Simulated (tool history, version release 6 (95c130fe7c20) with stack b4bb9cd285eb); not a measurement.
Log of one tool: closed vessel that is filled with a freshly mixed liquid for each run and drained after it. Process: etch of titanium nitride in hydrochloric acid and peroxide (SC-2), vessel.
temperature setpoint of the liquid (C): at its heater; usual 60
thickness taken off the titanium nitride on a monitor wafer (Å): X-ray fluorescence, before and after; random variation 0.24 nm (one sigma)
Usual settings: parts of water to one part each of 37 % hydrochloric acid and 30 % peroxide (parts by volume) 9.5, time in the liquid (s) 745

run	hour	temperature setpoint of the liquid (C)	parts of water to one part each of 37 % hydrochloric acid and 30 % peroxide (parts by volume)	time in the liquid (s)	read-back film thickness of the titanium nitride reference wafer, read on the same gauge (nm)	thickness taken off the titanium nitride on a monitor wafer (Å)
1	0	60	9.5	745	80	357.4
2	43.9	60	9.5	745	80.03	353.9
3	128.5	60	9.5	745	79.98	349.8
# hour 192.8: thermometer replaced
4	209.1	60	9.5	745	80	371.9
5	314.6	64.5	9.5	745	79.99	484.4
6	388.8	60	9.5	745	79.99	363.2
7	447.2	60	9.5	745	80.01	357.7
8	534.8	60	9.5	745	79.99	352.5
# hour 614.2: gauge calibrated
9	627	60	9.5	745	80.03	350.1
10	710.3	60	9.5	745	80.02	344.7
11	754.6	60	9.5	745	80.03	339.6
12	800.9	60	8	745	79.98	392
# hour 843.9: thermometer replaced
13	900.5	60	8	745	80.03	404.5
14	948.6	56	5	745	80.01	456.5
15	999.2	60	6.5	1000	79.99	636.2
# hour 1015.1: chemicals flow meter replaced
16	1073.9	60	9.5	745	79.96	342.8
# hour 1110: new drum of peroxide connected
17	1130.5	63.5	11	1045	80.01	564.3
18	1197.7	60	9.5	745	79.98	366.1
19	1269.4	67.5	6	325	79.97	363.7
20	1315.8	60	12	1050	80.01	417.9
21	1416.7	60	9.5	865	79.99	408.9
# hour 1479.8: thermometer replaced
22	1510.7	54	9.5	335	79.96	113.5
23	1598.4	60	9.5	1105	79.96	535.7
24	1653.6	60	9.5	745	80	364
25	1739.3	60	12	745	79.98	297.5
26	1842.8	68	9.5	745	80	580.3

Forecast each of these 4 alternatives for the next run:
A	1843.7	60	9.5	745	?	?
B	1843.7	51	7.5	420	?	?
C	1843.7	60	5	390	?	?
D	1843.7	65	11.5	525	?	?

run	read-back film thickness of the titanium nitride reference wafer, read on the same gauge (nm)	thickness taken off the titanium nitride on a monitor wafer (Å)
A	79.99	352.8
B	79.99	134.6
C	79.99	304.2
D	79.99	288.5
Without the tool's hidden state the same runs would have given:
run	thickness taken off the titanium nitride on a monitor wafer (Å)
A	382.6
B	146.1
C	329
D	312.8

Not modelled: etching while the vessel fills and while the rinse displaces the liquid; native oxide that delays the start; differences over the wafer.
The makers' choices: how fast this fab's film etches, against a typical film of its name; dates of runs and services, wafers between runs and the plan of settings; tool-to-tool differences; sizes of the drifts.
